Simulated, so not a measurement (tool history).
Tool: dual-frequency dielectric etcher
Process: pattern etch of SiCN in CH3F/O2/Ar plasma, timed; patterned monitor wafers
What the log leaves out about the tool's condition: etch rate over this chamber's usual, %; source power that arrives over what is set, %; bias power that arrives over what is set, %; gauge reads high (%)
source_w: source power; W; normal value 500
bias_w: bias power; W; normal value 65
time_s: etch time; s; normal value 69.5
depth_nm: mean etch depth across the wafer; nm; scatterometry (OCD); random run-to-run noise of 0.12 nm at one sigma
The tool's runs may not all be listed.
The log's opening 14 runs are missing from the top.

| run | hour | source_w | bias_w | time_s | wafers since the last listed run | hours since the last wet clean | hours since the last source power generator calibration | hours since the last bias power generator calibration | hours since the last upper electrode change | hours since the gauge calibration | read-back reference wafer on the same gauge, depth_nm | depth_nm |
|---|---|---|---|---|---|---|---|---|---|---|---|---|
| 15 | 1037.5 | 500 | 65 | 69.5 | 1020 | 391.7 | 326.3 | 440.6 | 449.7 | 2007.1 | 29.08 | 26.04 |
|  | 1077.1 | wet clean of the chamber |
| 16 | 1077.6 | 500 | 65 | 69.5 | 153 | 0.5 | 366.4 | 480.7 | 489.8 | 2047.2 | 29.08 | 25.98 |
| 17 | 1117.6 | 580 | 72 | 69.5 | 380 | 40.5 | 406.4 | 520.7 | 529.8 | 2087.2 | 29.04 | 28.31 |
| 18 | 1196.2 | 450 | 65 | 63.0 | 747 | 119.1 | 485.0 | 599.3 | 608.4 | 2165.8 | 29.00 | 22.46 |
| 19 | 1286.3 | 420 | 72 | 69.5 | 856 | 209.2 | 575.1 | 689.4 | 698.5 | 2255.9 | 28.90 | 24.38 |
| 20 | 1389.3 | 500 | 65 | 76.0 | 979 | 312.2 | 678.1 | 792.4 | 801.5 | 2358.9 | 28.84 | 28.16 |
|  | 1422.3 | gauge calibrated |
| 21 | 1482.9 | 500 | 65 | 69.5 | 890 | 405.8 | 771.7 | 886.0 | 895.1 | 60.6 | 29.58 | 26.49 |
|  | 1586.0 | wet clean of the chamber |
| 22 | 1586.5 | 500 | 65 | 85.0 | 757 | 0.5 | 875.3 | 989.6 | 998.7 | 164.2 | 29.54 | 32.35 |
| 23 | 1666.0 | 500 | 65 | 69.5 | 756 | 80.0 | 954.8 | 1069.1 | 1078.2 | 243.7 | 29.59 | 26.58 |
| 24 | 1774.0 | 500 | 65 | 69.5 | 1027 | 188.0 | 1062.8 | 1177.1 | 1186.2 | 351.7 | 29.55 | 26.49 |
| 25 | 1871.7 | 390 | 59 | 78.0 | 929 | 285.7 | 1160.5 | 1274.8 | 1283.9 | 449.4 | 29.57 | 25.84 |
| 26 | 1908.5 | 530 | 60 | 69.5 | 350 | 322.5 | 1197.3 | 1311.6 | 1320.7 | 486.2 | 29.54 | 26.52 |
| 27 | 1998.0 | 390 | 76 | 59.5 | 851 | 412.0 | 1286.8 | 1401.1 | 1410.2 | 575.7 | 29.53 | 21.07 |
|  | 2096.3 | wet clean of the chamber |
| 28 | 2096.8 | 500 | 65 | 69.5 | 711 | 0.5 | 1385.6 | 1499.9 | 1509.0 | 674.5 | 29.51 | 26.60 |
| 29 | 2149.7 | 500 | 51 | 76.0 | 503 | 53.4 | 1438.5 | 1552.8 | 1561.9 | 727.4 | 29.49 | 27.37 |
| 30 | 2222.9 | 550 | 78 | 56.0 | 696 | 126.6 | 1511.7 | 1626.0 | 1635.1 | 800.6 | 29.50 | 23.17 |

Each row is a separate what-if for the run after 30, all from the same tool condition, not one after another. Results?
| A | 2223.3 | 500 | 65 | 69.5 | 3 | 127.0 | 1512.1 | 1626.4 | 1635.5 | 801.0 | ? | ? |
| B | 2223.3 | 430 | 74 | 83.5 | 3 | 127.0 | 1512.1 | 1626.4 | 1635.5 | 801.0 | ? | ? |
| C | 2223.3 | 540 | 65 | 69.5 | 3 | 127.0 | 1512.1 | 1626.4 | 1635.5 | 801.0 | ? | ? |

| run | read-back reference wafer on the same gauge, depth_nm | depth_nm |
|---|---|---|
| A | 29.50 | 26.33 |
| B | 29.50 | 30.57 |
| C | 29.50 | 27.24 |
The same runs, with their run-to-run variation unchanged, on a tool lacking any hidden condition would have given:
| run | depth_nm |
|---|---|
| A | 26.42 |
| B | 30.68 |
| C | 27.34 |

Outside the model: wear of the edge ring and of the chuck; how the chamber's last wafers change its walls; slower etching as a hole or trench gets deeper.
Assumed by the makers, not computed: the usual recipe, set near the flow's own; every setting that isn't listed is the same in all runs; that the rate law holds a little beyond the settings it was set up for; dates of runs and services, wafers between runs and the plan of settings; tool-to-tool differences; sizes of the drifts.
